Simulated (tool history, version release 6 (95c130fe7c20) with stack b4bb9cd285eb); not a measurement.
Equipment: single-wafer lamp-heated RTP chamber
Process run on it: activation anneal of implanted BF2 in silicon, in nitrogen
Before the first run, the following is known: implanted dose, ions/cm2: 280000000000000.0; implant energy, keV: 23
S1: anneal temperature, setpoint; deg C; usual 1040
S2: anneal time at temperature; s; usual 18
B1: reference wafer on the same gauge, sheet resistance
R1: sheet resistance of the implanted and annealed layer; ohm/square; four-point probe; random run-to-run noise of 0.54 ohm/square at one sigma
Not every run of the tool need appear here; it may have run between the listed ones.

run   hour    S1  S2      B1      R1
  1    0.0  1040  18  419.54  361.30
  2   60.2  1040  18  419.24  360.38
  3  103.5  1040  18  419.24  360.59
     151.3  -- pyrometer window cleaned and pyrometer calibrated
  4  151.8  1021  18  418.60  361.43
  5  218.9  1021  18  418.27  360.50
  6  244.9  1021  18  418.09  360.31
  7  282.4  1040  18  417.78  359.17
  8  339.6  1029  18  417.14  359.85
     406.8  -- pyrometer window cleaned and pyrometer calibrated
  9  407.3  1061  25  417.00  353.18
 10  434.4  1032  14  416.78  360.14
     488.5  -- reflector plate cleaned
 11  504.4  1040  18  416.55  358.06
 12  559.6  1022  22  415.93  358.37
     601.5  -- gauge calibrated
 13  605.8  1056   9  420.73  364.71
     666.4  -- pyrometer window cleaned and pyrometer calibrated
 14  672.7  1040  18  420.08  360.33
 15  728.4  1027  18  419.97  361.54
 16  780.0  1040  18  419.62  360.41
 17  828.4  1065  11  419.20  361.09

Same runs, no hidden state in the tool, same run-to-run variation:
Hidden state at play: true wafer temperature minus pyrometer reading, K; wafer temperature error from the tarnished reflector plate, K; gauge reads high (%).
run      R1
  1  362.42
  2  361.83
  3  362.29
  4  363.42
  5  362.87
  6  362.83
  7  361.90
  8  362.91
  9  356.57
 10  363.75
 11  362.05
 12  362.69
 13  364.93
 14  360.93
 15  362.47
 16  361.63
 17  362.59
